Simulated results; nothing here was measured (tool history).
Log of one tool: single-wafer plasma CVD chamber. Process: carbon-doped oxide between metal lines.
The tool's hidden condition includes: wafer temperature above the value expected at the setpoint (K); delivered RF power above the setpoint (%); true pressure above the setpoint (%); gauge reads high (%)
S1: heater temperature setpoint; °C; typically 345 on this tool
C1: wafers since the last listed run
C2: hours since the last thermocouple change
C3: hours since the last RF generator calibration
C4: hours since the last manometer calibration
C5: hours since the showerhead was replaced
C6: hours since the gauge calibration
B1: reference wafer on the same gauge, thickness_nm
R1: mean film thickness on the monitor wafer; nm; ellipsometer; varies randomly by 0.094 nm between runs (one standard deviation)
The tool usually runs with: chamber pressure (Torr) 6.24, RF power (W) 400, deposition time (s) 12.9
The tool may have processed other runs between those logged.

run 1 hour=0 | S1=345 chamber_pressure_(Torr)=6.24 RF_power_(W)=400 deposition_time_(s)=12.9 | C1=0 C2=1092.1 C3=1552.2 C4=1419.4 C5=7100.3 C6=57.5 | B1=54.816 | R1=58.97
run 2 hour=7.4 | S1=345 chamber_pressure_(Torr)=6.24 RF_power_(W)=400 deposition_time_(s)=12.9 | C1=168 C2=1099.5 C3=1559.6 C4=1426.8 C5=7107.7 C6=64.9 | B1=54.806 | R1=58.837
run 3 hour=13.4 | S1=345 chamber_pressure_(Torr)=6.24 RF_power_(W)=400 deposition_time_(s)=12.9 | C1=136 C2=1105.5 C3=1565.6 C4=1432.8 C5=7113.7 C6=70.9 | B1=54.796 | R1=58.947
run 4 hour=30.5 | S1=345 chamber_pressure_(Torr)=6.24 RF_power_(W)=400 deposition_time_(s)=12.9 | C1=389 C2=1122.6 C3=1582.7 C4=1449.9 C5=7130.8 C6=88 | B1=54.789 | R1=59.026
run 5 hour=45.3 | S1=345 chamber_pressure_(Torr)=6.24 RF_power_(W)=400 deposition_time_(s)=12.9 | C1=336 C2=1137.4 C3=1597.5 C4=1464.7 C5=7145.6 C6=102.8 | B1=54.788 | R1=59.03
run 6 hour=56 | S1=345 chamber_pressure_(Torr)=6.24 RF_power_(W)=400 deposition_time_(s)=12.9 | C1=243 C2=1148.1 C3=1608.2 C4=1475.4 C5=7156.3 C6=113.5 | B1=54.816 | R1=58.928
run 7 hour=68.6 | S1=345 chamber_pressure_(Torr)=6.24 RF_power_(W)=400 deposition_time_(s)=12.9 | C1=286 C2=1160.7 C3=1620.8 C4=1488 C5=7168.9 C6=126.1 | B1=54.793 | R1=59.011
run 8 hour=77.5 | S1=345 chamber_pressure_(Torr)=6.24 RF_power_(W)=400 deposition_time_(s)=12.9 | C1=202 C2=1169.6 C3=1629.7 C4=1496.9 C5=7177.8 C6=135 | B1=54.776 | R1=59.026
run 9 hour=85.3 | S1=345 chamber_pressure_(Torr)=6.24 RF_power_(W)=400 deposition_time_(s)=12.9 | C1=177 C2=1177.4 C3=1637.5 C4=1504.7 C5=7185.6 C6=142.8 | B1=54.785 | R1=58.967
run 10 hour=97.1 | S1=345 chamber_pressure_(Torr)=6.24 RF_power_(W)=400 deposition_time_(s)=12.9 | C1=268 C2=1189.2 C3=1649.3 C4=1516.5 C5=7197.4 C6=154.6 | B1=54.798 | R1=58.99
run 11 hour=110.2 | S1=345 chamber_pressure_(Torr)=6.24 RF_power_(W)=400 deposition_time_(s)=12.9 | C1=298 C2=1202.3 C3=1662.4 C4=1529.6 C5=7210.5 C6=167.7 | B1=54.792 | R1=59.038
run 12 hour=118.4 | S1=345 chamber_pressure_(Torr)=6.24 RF_power_(W)=400 deposition_time_(s)=11.5 | C1=186 C2=1210.5 C3=1670.6 C4=1537.8 C5=7218.7 C6=175.9 | B1=54.809 | R1=52.623
run 13 hour=126.4 | S1=345 chamber_pressure_(Torr)=6.24 RF_power_(W)=400 deposition_time_(s)=11.5 | C1=182 C2=1218.5 C3=1678.6 C4=1545.8 C5=7226.7 C6=183.9 | B1=54.798 | R1=52.728
-- hour=139.5 thermocouple changed; heater temperature recalibrated
run 14 hour=140 | S1=345 chamber_pressure_(Torr)=6.24 RF_power_(W)=400 deposition_time_(s)=11.5 | C1=127 C2=0.5 C3=1692.2 C4=1559.4 C5=7240.3 C6=197.5 | B1=54.799 | R1=52.553
run 15 hour=144 | S1=356 chamber_pressure_(Torr)=6.24 RF_power_(W)=450 deposition_time_(s)=12.9 | C1=91 C2=4.5 C3=1696.2 C4=1563.4 C5=7244.3 C6=201.5 | B1=54.803 | R1=64.135
run 16 hour=152 | S1=337 chamber_pressure_(Torr)=5.51 RF_power_(W)=400 deposition_time_(s)=13.9 | C1=182 C2=12.5 C3=1704.2 C4=1571.4 C5=7252.3 C6=209.5 | B1=54.789 | R1=63.659
run 17 hour=165.5 | S1=339 chamber_pressure_(Torr)=6.24 RF_power_(W)=330 deposition_time_(s)=12.9 | C1=307 C2=26 C3=1717.7 C4=1584.9 C5=7265.8 C6=223 | B1=54.791 | R1=49.126
run 18 hour=174.6 | S1=345 chamber_pressure_(Torr)=6.24 RF_power_(W)=465 deposition_time_(s)=11.5 | C1=207 C2=35.1 C3=1726.8 C4=1594 C5=7274.9 C6=232.1 | B1=54.804 | R1=60.637
-- hour=194.1 RF generator calibrated
-- hour=201 capacitance manometer re-zeroed and calibrated
run 19 hour=201.5 | S1=345 chamber_pressure_(Torr)=6.24 RF_power_(W)=400 deposition_time_(s)=12.9 | C1=271 C2=62 C3=7.4 C4=0.5 C5=7301.8 C6=259 | B1=54.775 | R1=61.717
run 20 hour=201.8 | S1=350 chamber_pressure_(Torr)=4.76 RF_power_(W)=340 deposition_time_(s)=10.5 | C1=6 C2=62.3 C3=7.7 C4=0.8 C5=7302.1 C6=259.3 | B1=54.802 | R1=40.617
run 21 hour=208.3 | S1=345 chamber_pressure_(Torr)=6.24 RF_power_(W)=455 deposition_time_(s)=12.9 | C1=147 C2=68.8 C3=14.2 C4=7.3 C5=7308.6 C6=265.8 | B1=54.81 | R1=69.554
run 22 hour=220.9 | S1=345 chamber_pressure_(Torr)=6.24 RF_power_(W)=400 deposition_time_(s)=12.9 | C1=286 C2=81.4 C3=26.8 C4=19.9 C5=7321.2 C6=278.4 | B1=54.773 | R1=61.882
-- hour=229.1 gauge calibrated
-- hour=230.4 showerhead replaced
run 23 hour=235 | S1=339 chamber_pressure_(Torr)=6.24 RF_power_(W)=440 deposition_time_(s)=11 | C1=138 C2=95.5 C3=40.9 C4=34 C5=4.6 C6=5.9 | B1=54.791 | R1=58.567
run 24 hour=246.4 | S1=359 chamber_pressure_(Torr)=7.15 RF_power_(W)=375 deposition_time_(s)=12.9 | C1=259 C2=106.9 C3=52.3 C4=45.4 C5=16 C6=17.3 | B1=54.801 | R1=56.648
run 25 hour=255.6 | S1=345 chamber_pressure_(Torr)=6.24 RF_power_(W)=335 deposition_time_(s)=12.9 | C1=209 C2=116.1 C3=61.5 C4=54.6 C5=25.2 C6=26.5 | B1=54.784 | R1=51.511
run 26 hour=265.5 | S1=335 chamber_pressure_(Torr)=6.86 RF_power_(W)=460 deposition_time_(s)=13.8 | C1=225 C2=126 C3=71.4 C4=64.5 C5=35.1 C6=36.4 | B1=54.808 | R1=77.576
run 27 hour=274 | S1=350 chamber_pressure_(Torr)=4.76 RF_power_(W)=340 deposition_time_(s)=10.5 | C1=193 C2=134.5 C3=79.9 C4=73 C5=43.6 C6=44.9 | B1=54.813 | R1=40.38
run 28 hour=291 | S1=337 chamber_pressure_(Torr)=5.26 RF_power_(W)=400 deposition_time_(s)=12.9 | C1=386 C2=151.5 C3=96.9 C4=90 C5=60.6 C6=61.9 | B1=54.795 | R1=61.405

4 ways to go on from here, each from the tool as it stands after run 28. What would each give?
run A hour=291.4 | S1=345 chamber_pressure_(Torr)=6.24 RF_power_(W)=400 deposition_time_(s)=12.9 | C1=9 C2=151.9 C3=97.3 C4=90.4 C5=61 C6=62.3 | B1=? | R1=?
run B hour=291.4 | S1=354 chamber_pressure_(Torr)=6.24 RF_power_(W)=475 deposition_time_(s)=10.4 | C1=9 C2=151.9 C3=97.3 C4=90.4 C5=61 C6=62.3 | B1=? | R1=?
run C hour=291.4 | S1=345 chamber_pressure_(Torr)=4.83 RF_power_(W)=325 deposition_time_(s)=14.5 | C1=9 C2=151.9 C3=97.3 C4=90.4 C5=61 C6=62.3 | B1=? | R1=?
run D hour=291.4 | S1=345 chamber_pressure_(Torr)=6.24 RF_power_(W)=450 deposition_time_(s)=12.9 | C1=9 C2=151.9 C3=97.3 C4=90.4 C5=61 C6=62.3 | B1=? | R1=?

run=A B1=54.808 R1=61.502
run=B B1=54.808 R1=56.659
run=C B1=54.808 R1=53.645
run=D B1=54.808 R1=68.649
Take away the tool's hidden state, keep each run's random variation, and the runs would have read:
run=A R1=62.427
run=B R1=57.394
run=C R1=54.518
run=D R1=69.539

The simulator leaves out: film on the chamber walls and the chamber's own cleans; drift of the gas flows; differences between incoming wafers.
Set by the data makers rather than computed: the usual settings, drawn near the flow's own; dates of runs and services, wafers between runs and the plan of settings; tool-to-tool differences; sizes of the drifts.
